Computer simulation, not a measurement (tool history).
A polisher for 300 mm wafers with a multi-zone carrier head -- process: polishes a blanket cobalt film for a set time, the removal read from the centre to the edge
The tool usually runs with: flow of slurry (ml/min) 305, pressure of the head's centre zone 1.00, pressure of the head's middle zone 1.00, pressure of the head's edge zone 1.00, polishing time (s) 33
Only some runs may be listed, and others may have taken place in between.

run,hour,flow of slurry (ml/min),pressure of the head's centre zone,pressure of the head's middle zone,pressure of the head's edge zone,polishing time (s),wafers since the last listed run,wafers polished on this pad,hours since the slurry nozzle was cleaned,hours since the centre zone pressure was calibrated,hours since the edge zone pressure was calibrated,hours since the carrier head's membrane was replaced,"incoming thickness of the incoming film, nm",film removed at the wafer's centre (nm),film removed at mid-radius (nm),film removed at the wafer's edge (nm)
1,0.0,305,1.00,1.00,0.93,38,0,5684,177.1,506.1,136.3,899.7,706.6,293.1,258.0,251.0
# hour 16.6: centre zone pressure recalibrated
2,168.7,305,0.97,0.95,1.00,24,2220,7904,345.8,152.1,305.0,1068.4,686.1,164.9,157.3,162.4
3,242.7,210,1.00,1.00,1.00,33,985,8890,419.8,226.1,379.0,1142.4,689.4,227.0,216.7,214.2
# hour 262.3: worn pad replaced by a new one, of another model than before
4,333.3,305,1.00,0.92,1.00,33,1153,945,510.4,316.7,469.6,1233.0,690.3,241.1,206.8,221.3
5,426.8,305,1.00,1.00,1.00,33,1245,2191,603.9,410.2,563.1,1326.5,702.3,242.8,224.2,222.6
6,513.0,305,1.12,0.95,1.00,33,1148,3339,690.1,496.4,649.3,1412.7,697.5,271.4,214.8,226.5
7,578.7,350,1.00,1.00,1.05,37,875,4214,755.8,562.1,715.0,1478.4,707.1,280.3,254.5,261.9
# hour 604.4: centre zone pressure recalibrated
# hour 605.1: slurry nozzle cleaned
8,642.2,350,1.00,1.06,1.00,33,809,5024,37.1,37.8,778.5,1541.9,705.9,233.2,240.1,226.4
9,717.6,305,0.95,1.00,0.91,33,1004,6028,112.5,113.2,853.9,1617.3,704.4,222.1,222.8,217.2
10,754.4,305,1.00,1.00,1.00,33,490,6518,149.3,150.0,890.7,1654.1,691.8,236.2,226.1,220.5
# hour 819.1: carrier head's membrane replaced by a new one
11,824.4,395,1.00,1.00,1.00,33,865,7384,219.3,220.0,960.7,5.3,705.2,246.3,228.4,230.4
# hour 857.2: worn pad replaced by a new one
12,893.6,305,1.00,1.00,1.09,33,868,484,288.5,289.2,1029.9,74.5,701.1,241.2,222.4,234.0
13,955.4,305,1.00,1.00,1.00,33,823,1308,350.3,351.0,1091.7,136.3,705.2,244.5,227.0,224.4
14,1031.0,305,1.00,1.00,0.92,33,1006,2315,425.9,426.6,1167.3,211.9,708.0,243.2,223.9,219.8
15,1071.4,305,0.94,1.00,1.00,33,538,2853,466.3,467.0,1207.7,252.3,702.8,228.6,227.7,227.3
16,1132.1,305,1.00,1.00,1.00,33,808,3661,527.0,527.7,1268.4,313.0,702.3,244.2,225.0,226.1
17,1173.7,305,1.00,1.00,1.00,33,554,4215,568.6,569.3,1310.0,354.6,701.7,243.9,225.6,223.3
# hour 1242.6: centre zone pressure recalibrated
# hour 1247.8: slurry nozzle cleaned
# hour 1293.8: edge zone pressure recalibrated
18,1307.3,305,1.00,1.04,0.91,25,1712,5928,59.5,64.7,13.5,488.2,707.4,174.4,175.6,157.9
19,1393.4,305,1.00,1.00,1.00,33,1146,7075,145.6,150.8,99.6,574.3,705.4,240.4,226.9,223.3
# hour 1483.7: worn pad replaced by a new one
20,1494.4,305,1.00,1.00,1.00,27,1292,142,246.6,251.8,200.6,675.3,701.9,195.8,184.8,184.2
21,1551.7,305,1.12,1.06,0.95,22,763,905,303.9,309.1,257.9,732.6,708.3,182.8,158.2,144.7

Consider 5 possible next runs. They are alternatives, not a sequence: every one starts from the tool as it was left by run 21. What does each give?
A,1552.1,305,1.00,1.00,1.00,33,5,910,304.3,309.5,258.3,733.0,692.4,?,?,?
B,1552.1,355,1.00,1.00,1.00,33,5,910,304.3,309.5,258.3,733.0,692.4,?,?,?
C,1552.1,210,1.06,1.00,1.00,33,5,910,304.3,309.5,258.3,733.0,692.4,?,?,?
D,1552.1,255,1.00,1.07,1.00,45,5,910,304.3,309.5,258.3,733.0,692.4,?,?,?
E,1552.1,405,1.00,1.00,1.11,33,5,910,304.3,309.5,258.3,733.0,692.4,?,?,?

run,film removed at the wafer's centre (nm),film removed at mid-radius (nm),film removed at the wafer's edge (nm)
A,240.2,228.8,224.7
B,245.0,232.9,227.8
C,234.6,212.5,212.7
D,317.5,321.2,299.6
E,248.3,235.8,242.2
Take away the tool's hidden state, keep each run's random variation, and the runs would have read:
run,film removed at the wafer's centre (nm),film removed at mid-radius (nm),film removed at the wafer's edge (nm)
A,221.8,228.9,224.7
B,226.2,233.0,227.8
C,216.7,212.6,212.7
D,293.2,321.3,299.6
E,229.3,235.9,242.2

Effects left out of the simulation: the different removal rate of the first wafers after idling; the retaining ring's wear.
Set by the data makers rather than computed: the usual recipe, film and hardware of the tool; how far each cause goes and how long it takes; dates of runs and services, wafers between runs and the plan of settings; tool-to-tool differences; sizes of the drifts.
